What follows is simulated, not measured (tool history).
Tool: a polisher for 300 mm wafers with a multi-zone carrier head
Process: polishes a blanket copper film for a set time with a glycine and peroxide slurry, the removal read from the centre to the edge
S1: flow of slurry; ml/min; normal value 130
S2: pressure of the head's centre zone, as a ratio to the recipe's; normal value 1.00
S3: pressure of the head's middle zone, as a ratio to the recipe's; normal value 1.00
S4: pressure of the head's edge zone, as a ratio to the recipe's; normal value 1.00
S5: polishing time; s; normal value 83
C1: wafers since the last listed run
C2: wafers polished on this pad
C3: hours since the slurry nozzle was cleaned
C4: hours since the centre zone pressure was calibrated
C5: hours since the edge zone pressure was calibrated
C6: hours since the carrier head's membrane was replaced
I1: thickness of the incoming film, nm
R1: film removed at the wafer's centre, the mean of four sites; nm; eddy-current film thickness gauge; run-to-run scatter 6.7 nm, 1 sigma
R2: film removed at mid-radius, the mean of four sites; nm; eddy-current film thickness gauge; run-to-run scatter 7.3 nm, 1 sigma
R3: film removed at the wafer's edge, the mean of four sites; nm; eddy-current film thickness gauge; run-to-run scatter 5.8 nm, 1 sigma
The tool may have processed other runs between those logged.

{"run": 1, "hour": 0.0, "S1": 130, "S2": 1.0, "S3": 1.0, "S4": 1.0, "S5": 83, "C1": 0, "C2": 1058, "C3": 461.7, "C4": 502.2, "C5": 440.2, "C6": 765.1, "I1": 1840.8, "R1": 568.5, "R2": 562.5, "R3": 565.8}
{"hour": 5.0, "done": "worn pad replaced by a new one"}
{"run": 2, "hour": 21.2, "S1": 130, "S2": 1.0, "S3": 1.0, "S4": 1.0, "S5": 83, "C1": 199, "C2": 187, "C3": 482.9, "C4": 523.4, "C5": 461.4, "C6": 786.3, "I1": 1789.2, "R1": 625.6, "R2": 615.0, "R3": 619.7}
{"hour": 32.0, "done": "edge zone pressure recalibrated"}
{"run": 3, "hour": 34.9, "S1": 165, "S2": 1.0, "S3": 0.94, "S4": 0.97, "S5": 83, "C1": 135, "C2": 323, "C3": 496.6, "C4": 537.1, "C5": 2.9, "C6": 800.0, "I1": 1822.1, "R1": 644.3, "R2": 612.7, "R3": 618.5}
{"run": 4, "hour": 50.3, "S1": 130, "S2": 0.95, "S3": 1.09, "S4": 0.88, "S5": 57, "C1": 178, "C2": 501, "C3": 512.0, "C4": 552.5, "C5": 18.3, "C6": 815.4, "I1": 1800.7, "R1": 379.6, "R2": 440.6, "R3": 389.4}
{"hour": 56.4, "done": "centre zone pressure recalibrated"}
{"run": 5, "hour": 61.6, "S1": 130, "S2": 1.0, "S3": 1.0, "S4": 1.0, "S5": 64, "C1": 107, "C2": 609, "C3": 523.3, "C4": 5.2, "C5": 29.6, "C6": 826.7, "I1": 1797.2, "R1": 455.0, "R2": 449.4, "R3": 451.8}
{"run": 6, "hour": 76.4, "S1": 90, "S2": 1.0, "S3": 1.0, "S4": 0.92, "S5": 83, "C1": 171, "C2": 780, "C3": 538.1, "C4": 20.0, "C5": 44.4, "C6": 841.5, "I1": 1823.2, "R1": 522.5, "R2": 516.5, "R3": 515.7}
{"run": 7, "hour": 91.4, "S1": 130, "S2": 1.0, "S3": 1.0, "S4": 1.0, "S5": 83, "C1": 173, "C2": 954, "C3": 553.1, "C4": 35.0, "C5": 59.4, "C6": 856.5, "I1": 1812.0, "R1": 570.4, "R2": 571.8, "R3": 574.1}
{"run": 8, "hour": 101.8, "S1": 130, "S2": 1.0, "S3": 0.95, "S4": 1.0, "S5": 83, "C1": 120, "C2": 1075, "C3": 563.5, "C4": 45.4, "C5": 69.8, "C6": 866.9, "I1": 1818.3, "R1": 573.0, "R2": 546.4, "R3": 560.9}
{"hour": 114.3, "done": "worn pad replaced by a new one"}
{"run": 9, "hour": 151.4, "S1": 170, "S2": 1.0, "S3": 1.0, "S4": 1.0, "S5": 83, "C1": 528, "C2": 430, "C3": 613.1, "C4": 95.0, "C5": 119.4, "C6": 916.5, "I1": 1830.0, "R1": 626.2, "R2": 630.6, "R3": 612.6}
{"hour": 160.1, "done": "slurry nozzle cleaned"}
{"run": 10, "hour": 166.8, "S1": 130, "S2": 1.04, "S3": 0.88, "S4": 1.1, "S5": 96, "C1": 166, "C2": 597, "C3": 6.7, "C4": 110.4, "C5": 134.8, "C6": 931.9, "I1": 1805.8, "R1": 709.6, "R2": 627.2, "R3": 696.5}
{"hour": 173.5, "done": "carrier head's membrane replaced by a new one"}
{"run": 11, "hour": 177.4, "S1": 100, "S2": 1.0, "S3": 1.0, "S4": 1.0, "S5": 83, "C1": 64, "C2": 661, "C3": 17.3, "C4": 121.0, "C5": 145.4, "C6": 3.9, "I1": 1816.0, "R1": 522.9, "R2": 538.8, "R3": 555.4}
{"run": 12, "hour": 190.2, "S1": 130, "S2": 1.0, "S3": 0.92, "S4": 1.0, "S5": 83, "C1": 148, "C2": 810, "C3": 30.1, "C4": 133.8, "C5": 158.2, "C6": 16.7, "I1": 1830.5, "R1": 559.8, "R2": 542.4, "R3": 579.5}
{"run": 13, "hour": 201.6, "S1": 145, "S2": 1.0, "S3": 1.07, "S4": 1.0, "S5": 83, "C1": 132, "C2": 942, "C3": 41.5, "C4": 145.2, "C5": 169.6, "C6": 28.1, "I1": 1827.8, "R1": 572.2, "R2": 618.7, "R3": 571.3}
{"run": 14, "hour": 209.1, "S1": 130, "S2": 1.0, "S3": 1.0, "S4": 1.0, "S5": 83, "C1": 86, "C2": 1029, "C3": 49.0, "C4": 152.7, "C5": 177.1, "C6": 35.6, "I1": 1803.0, "R1": 564.5, "R2": 558.8, "R3": 549.1}
{"hour": 225.8, "done": "worn pad replaced by a new one"}
{"run": 15, "hour": 226.3, "S1": 130, "S2": 1.0, "S3": 1.0, "S4": 1.0, "S5": 83, "C1": 152, "C2": 6, "C3": 66.2, "C4": 169.9, "C5": 194.3, "C6": 52.8, "I1": 1794.7, "R1": 619.8, "R2": 614.2, "R3": 618.7}
{"run": 16, "hour": 229.1, "S1": 130, "S2": 1.09, "S3": 1.0, "S4": 1.0, "S5": 59, "C1": 32, "C2": 38, "C3": 69.0, "C4": 172.7, "C5": 197.1, "C6": 55.6, "I1": 1817.4, "R1": 475.7, "R2": 436.9, "R3": 431.5}
{"run": 17, "hour": 240.5, "S1": 145, "S2": 1.0, "S3": 1.05, "S4": 0.95, "S5": 56, "C1": 132, "C2": 170, "C3": 80.4, "C4": 184.1, "C5": 208.5, "C6": 67.0, "I1": 1806.0, "R1": 420.5, "R2": 435.4, "R3": 402.7}
{"run": 18, "hour": 250.8, "S1": 130, "S2": 1.0, "S3": 1.0, "S4": 1.0, "S5": 83, "C1": 119, "C2": 290, "C3": 90.7, "C4": 194.4, "C5": 218.8, "C6": 77.3, "I1": 1810.1, "R1": 597.0, "R2": 597.8, "R3": 604.4}
{"run": 19, "hour": 263.9, "S1": 165, "S2": 1.11, "S3": 1.0, "S4": 1.0, "S5": 83, "C1": 151, "C2": 441, "C3": 103.8, "C4": 207.5, "C5": 231.9, "C6": 90.4, "I1": 1806.6, "R1": 695.1, "R2": 621.1, "R3": 609.5}
{"run": 20, "hour": 279.9, "S1": 130, "S2": 1.0, "S3": 1.0, "S4": 1.0, "S5": 92, "C1": 185, "C2": 627, "C3": 119.8, "C4": 223.5, "C5": 247.9, "C6": 106.4, "I1": 1845.8, "R1": 654.1, "R2": 650.6, "R3": 652.4}
{"run": 21, "hour": 288.0, "S1": 130, "S2": 1.0, "S3": 1.0, "S4": 1.0, "S5": 83, "C1": 93, "C2": 721, "C3": 127.9, "C4": 231.6, "C5": 256.0, "C6": 114.5, "I1": 1841.2, "R1": 574.7, "R2": 575.7, "R3": 566.2}

Here are 5 independent what-if runs from the current tool condition. What would each one return?
{"run": "A", "hour": 288.4, "S1": 130, "S2": 1.0, "S3": 1.0, "S4": 1.0, "S5": 83, "C1": 4, "C2": 725, "C3": 128.3, "C4": 232.0, "C5": 256.4, "C6": 114.9, "I1": 1809.2, "R1": "?", "R2": "?", "R3": "?"}
{"run": "B", "hour": 288.4, "S1": 145, "S2": 1.0, "S3": 0.95, "S4": 1.0, "S5": 58, "C1": 4, "C2": 725, "C3": 128.3, "C4": 232.0, "C5": 256.4, "C6": 114.9, "I1": 1809.2, "R1": "?", "R2": "?", "R3": "?"}
{"run": "C", "hour": 288.4, "S1": 145, "S2": 1.0, "S3": 1.07, "S4": 1.0, "S5": 105, "C1": 4, "C2": 725, "C3": 128.3, "C4": 232.0, "C5": 256.4, "C6": 114.9, "I1": 1809.2, "R1": "?", "R2": "?", "R3": "?"}
{"run": "D", "hour": 288.4, "S1": 130, "S2": 1.0, "S3": 1.0, "S4": 1.0, "S5": 63, "C1": 4, "C2": 725, "C3": 128.3, "C4": 232.0, "C5": 256.4, "C6": 114.9, "I1": 1809.2, "R1": "?", "R2": "?", "R3": "?"}
{"run": "E", "hour": 288.4, "S1": 130, "S2": 0.94, "S3": 1.0, "S4": 1.0, "S5": 83, "C1": 4, "C2": 725, "C3": 128.3, "C4": 232.0, "C5": 256.4, "C6": 114.9, "I1": 1809.2, "R1": "?", "R2": "?", "R3": "?"}

run=A R1=585.4 R2=574.2 R3=576.6
run=B R1=419.7 R2=393.7 R3=409.8
run=C R1=760.4 R2=786.0 R3=740.8
run=D R1=444.3 R2=435.8 R3=437.7
run=E R1=550.0 R2=574.4 R3=576.6
Stripped of hidden state, with their random variation kept, the same runs would have yielded:
run=A R1=635.6 R2=623.5 R3=626.1
run=B R1=455.7 R2=427.4 R3=445.0
run=C R1=825.6 R2=853.4 R3=804.3
run=D R1=482.4 R2=473.2 R3=475.2
run=E R1=597.2 R2=623.7 R3=626.1
